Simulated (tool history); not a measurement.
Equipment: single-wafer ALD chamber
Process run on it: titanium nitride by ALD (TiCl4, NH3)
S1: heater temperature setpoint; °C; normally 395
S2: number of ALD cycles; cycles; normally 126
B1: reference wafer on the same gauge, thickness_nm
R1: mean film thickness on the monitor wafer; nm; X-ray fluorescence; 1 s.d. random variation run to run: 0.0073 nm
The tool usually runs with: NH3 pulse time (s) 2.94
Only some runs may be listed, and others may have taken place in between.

{"run": 1, "hour": 0.0, "S1": 395, "S2": 126, "NH3 pulse time (s)": 2.94, "B1": 3.089, "R1": 2.966}
{"run": 2, "hour": 88.2, "S1": 395, "S2": 126, "NH3 pulse time (s)": 2.94, "B1": 3.09, "R1": 2.959}
{"run": 3, "hour": 148.2, "S1": 395, "S2": 126, "NH3 pulse time (s)": 2.94, "B1": 3.093, "R1": 2.952}
{"run": 4, "hour": 205.1, "S1": 405, "S2": 126, "NH3 pulse time (s)": 2.51, "B1": 3.091, "R1": 2.967}
{"run": 5, "hour": 266.7, "S1": 395, "S2": 126, "NH3 pulse time (s)": 3.74, "B1": 3.091, "R1": 2.991}
{"run": 6, "hour": 349.4, "S1": 395, "S2": 126, "NH3 pulse time (s)": 3.74, "B1": 3.094, "R1": 2.983}
{"run": 7, "hour": 395.8, "S1": 395, "S2": 126, "NH3 pulse time (s)": 2.94, "B1": 3.093, "R1": 2.975}
{"run": 8, "hour": 480.7, "S1": 395, "S2": 126, "NH3 pulse time (s)": 2.94, "B1": 3.093, "R1": 2.96}
{"run": 9, "hour": 545.4, "S1": 395, "S2": 126, "NH3 pulse time (s)": 2.94, "B1": 3.093, "R1": 2.967}
{"run": 10, "hour": 653.2, "S1": 395, "S2": 126, "NH3 pulse time (s)": 2.94, "B1": 3.095, "R1": 2.965}
{"run": 11, "hour": 744.0, "S1": 388, "S2": 126, "NH3 pulse time (s)": 2.94, "B1": 3.096, "R1": 2.971}
{"run": 12, "hour": 832.1, "S1": 395, "S2": 126, "NH3 pulse time (s)": 2.94, "B1": 3.095, "R1": 2.982}
{"run": 13, "hour": 912.7, "S1": 395, "S2": 126, "NH3 pulse time (s)": 3.46, "B1": 3.096, "R1": 2.983}
{"run": 14, "hour": 987.6, "S1": 395, "S2": 126, "NH3 pulse time (s)": 2.94, "B1": 3.098, "R1": 2.97}
{"run": 15, "hour": 1062.6, "S1": 390, "S2": 126, "NH3 pulse time (s)": 2.94, "B1": 3.095, "R1": 2.961}
{"run": 16, "hour": 1116.1, "S1": 387, "S2": 126, "NH3 pulse time (s)": 2.94, "B1": 3.096, "R1": 2.962}
{"run": 17, "hour": 1372.5, "S1": 387, "S2": 126, "NH3 pulse time (s)": 2.94, "B1": 3.097, "R1": 2.956}
{"run": 18, "hour": 1461.4, "S1": 395, "S2": 115, "NH3 pulse time (s)": 2.25, "B1": 3.097, "R1": 2.693}
{"run": 19, "hour": 1506.6, "S1": 395, "S2": 115, "NH3 pulse time (s)": 2.25, "B1": 3.097, "R1": 2.692}
{"run": 20, "hour": 1555.5, "S1": 395, "S2": 115, "NH3 pulse time (s)": 2.25, "B1": 3.097, "R1": 2.703}
{"run": 21, "hour": 1621.2, "S1": 388, "S2": 126, "NH3 pulse time (s)": 2.14, "B1": 3.099, "R1": 2.943}
{"run": 22, "hour": 1677.0, "S1": 405, "S2": 146, "NH3 pulse time (s)": 4.08, "B1": 3.098, "R1": 3.48}
{"run": 23, "hour": 1763.3, "S1": 401, "S2": 126, "NH3 pulse time (s)": 2.34, "B1": 3.025, "R1": 2.887}
{"run": 24, "hour": 1855.4, "S1": 395, "S2": 126, "NH3 pulse time (s)": 2.94, "B1": 3.031, "R1": 2.903}
{"run": 25, "hour": 1932.3, "S1": 390, "S2": 126, "NH3 pulse time (s)": 2.94, "B1": 3.035, "R1": 2.901}
{"run": 26, "hour": 1991.5, "S1": 403, "S2": 142, "NH3 pulse time (s)": 2.08, "B1": 3.038, "R1": 3.289}
{"run": 27, "hour": 2032.7, "S1": 395, "S2": 126, "NH3 pulse time (s)": 2.94, "B1": 3.039, "R1": 2.917}
{"run": 28, "hour": 2101.8, "S1": 403, "S2": 102, "NH3 pulse time (s)": 3.73, "B1": 3.042, "R1": 2.379}
{"run": 29, "hour": 2155.7, "S1": 401, "S2": 126, "NH3 pulse time (s)": 2.94, "B1": 3.045, "R1": 2.934}
{"run": 30, "hour": 2263.5, "S1": 395, "S2": 136, "NH3 pulse time (s)": 3.46, "B1": 3.049, "R1": 3.161}
{"run": 31, "hour": 2346.6, "S1": 395, "S2": 140, "NH3 pulse time (s)": 2.02, "B1": 3.051, "R1": 3.238}
{"run": 32, "hour": 2439.5, "S1": 403, "S2": 102, "NH3 pulse time (s)": 3.73, "B1": 3.054, "R1": 2.385}
{"run": 33, "hour": 2496.7, "S1": 395, "S2": 126, "NH3 pulse time (s)": 2.94, "B1": 3.056, "R1": 2.933}
{"run": 34, "hour": 2585.8, "S1": 395, "S2": 147, "NH3 pulse time (s)": 2.01, "B1": 3.058, "R1": 3.4}
{"run": 35, "hour": 2652.9, "S1": 395, "S2": 109, "NH3 pulse time (s)": 2.94, "B1": 3.06, "R1": 2.535}
{"run": 36, "hour": 2835.5, "S1": 382, "S2": 126, "NH3 pulse time (s)": 2.94, "B1": 3.066, "R1": 2.92}
{"run": 37, "hour": 2896.9, "S1": 395, "S2": 139, "NH3 pulse time (s)": 2.94, "B1": 3.066, "R1": 3.243}
{"run": 38, "hour": 2994.6, "S1": 395, "S2": 126, "NH3 pulse time (s)": 2.94, "B1": 3.066, "R1": 2.946}
{"run": 39, "hour": 3056.1, "S1": 395, "S2": 108, "NH3 pulse time (s)": 3.81, "B1": 3.066, "R1": 2.528}
{"run": 40, "hour": 3112.9, "S1": 395, "S2": 151, "NH3 pulse time (s)": 2.06, "B1": 3.068, "R1": 3.508}

Missing from the log above: 4 entries noted between runs. For each, name the pair of listed runs it sits between and say how the tool's hidden condition differs from the listed run just before to the listed run just after:
Run 13 -> run 14: thermocouple changed; heater temperature recalibrated (hour 952.2)
  gauge reads high (%): 2.17 -> 2.18
  measured result minus the result with no hidden state, R1: +0.063 -> +0.064 nm
Run 22 -> run 23: gauge calibrated (hour 1700)
  gauge reads high (%): 2.24 -> -0.128
  measured result minus the result with no hidden state, R1: +0.076 -> -0.004 nm
Run 31 -> run 32: thermocouple changed; heater temperature recalibrated (hour 2413.4); showerhead replaced (hour 2439)
  gauge reads high (%): 0.688 -> 0.781
  measured result minus the result with no hidden state, R1: +0.022 -> +0.018 nm
